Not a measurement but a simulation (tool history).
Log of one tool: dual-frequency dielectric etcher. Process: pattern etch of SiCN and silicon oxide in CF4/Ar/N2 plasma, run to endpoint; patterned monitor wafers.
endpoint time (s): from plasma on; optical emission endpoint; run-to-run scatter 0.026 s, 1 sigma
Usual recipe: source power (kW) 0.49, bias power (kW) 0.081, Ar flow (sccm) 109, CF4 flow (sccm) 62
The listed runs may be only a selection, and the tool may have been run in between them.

run,hour,source power (kW),bias power (kW),Ar flow (sccm),CF4 flow (sccm),wafers since the last listed run,hours since the last wet clean,hours since the last source power generator calibration,hours since the last bias power generator calibration,hours since the last Ar flow controller change,hours since the last CF4 flow controller change,hours since the last upper electrode change,"incoming incoming film thickness, nm",endpoint time (s)
1,0,0.43,0.081,109,72,0,11.3,1275.5,4031.9,3736.8,1663.8,5211.1,8.82,8.9
2,37,0.41,0.081,109,72,586,48.3,1312.5,4068.9,3773.8,1700.8,5248.1,8.95,9.4
3,80,0.49,0.081,109,62,681,91.3,1355.5,4111.9,3816.8,1743.8,5291.1,8.93,8.4
4,133.1,0.49,0.081,109,62,841,144.4,1408.6,4165,3869.9,1796.9,5344.2,8.84,8.4
5,162.9,0.49,0.081,109,62,472,174.2,1438.4,4194.8,3899.7,1826.7,5374,8.96,8.4
6,192.6,0.49,0.081,109,58,470,203.9,1468.1,4224.5,3929.4,1856.4,5403.7,8.93,8.5
# hour 216.9: upper electrode replaced
# hour 241.9: Ar flow controller replaced
7,250.8,0.49,0.081,109,58,446,262.1,1526.3,4282.7,8.9,1914.6,33.9,8.83,8.4
8,279.8,0.41,0.091,109,54,459,291.1,1555.3,4311.7,37.9,1943.6,62.9,8.81,9.2
# hour 286.1: source power generator calibrated
9,344.8,0.49,0.081,109,62,966,356.1,58.7,4376.7,102.9,2008.6,127.9,8.94,8.6
# hour 370.3: bias power generator calibrated
# hour 420.3: wet clean of the chamber
10,420.8,0.49,0.081,109,62,760,0.5,134.7,50.5,178.9,2084.6,203.9,8.92,8.5
11,458.4,0.49,0.068,109,55,595,38.1,172.3,88.1,216.5,2122.2,241.5,8.83,9.4
# hour 473.1: CF4 flow controller replaced
12,526.8,0.49,0.081,109,55,988,106.5,240.7,156.5,284.9,53.7,309.9,8.82,8.7
13,566.7,0.49,0.096,109,69,632,146.4,280.6,196.4,324.8,93.6,349.8,8.94,7.8
14,595.2,0.39,0.072,84,51,451,174.9,309.1,224.9,353.3,122.1,378.3,8.81,10
15,637,0.49,0.081,109,55,662,216.7,350.9,266.7,395.1,163.9,420.1,8.88,8.7

Take each entry between the runs: how does the hidden state at the last listed run before it differ from the hidden state at the first listed run after it?
In the gap between runs 6 and 7: upper electrode replaced (hour 216.9); Ar flow controller replaced (hour 241.9)
  source power that arrives over what is set, %: 2.58 -> 2.85
In the gap between runs 8 and 9: source power generator calibrated (hour 286.1)
  source power that arrives over what is set, %: 2.98 -> 0.0863
In the gap between runs 9 and 10: bias power generator calibrated (hour 370.3); wet clean of the chamber (hour 420.3)
  source power that arrives over what is set, %: 0.0863 -> 0.109
In the gap between runs 11 and 12: CF4 flow controller replaced (hour 473.1)
  source power that arrives over what is set, %: 0.126 -> 0.17
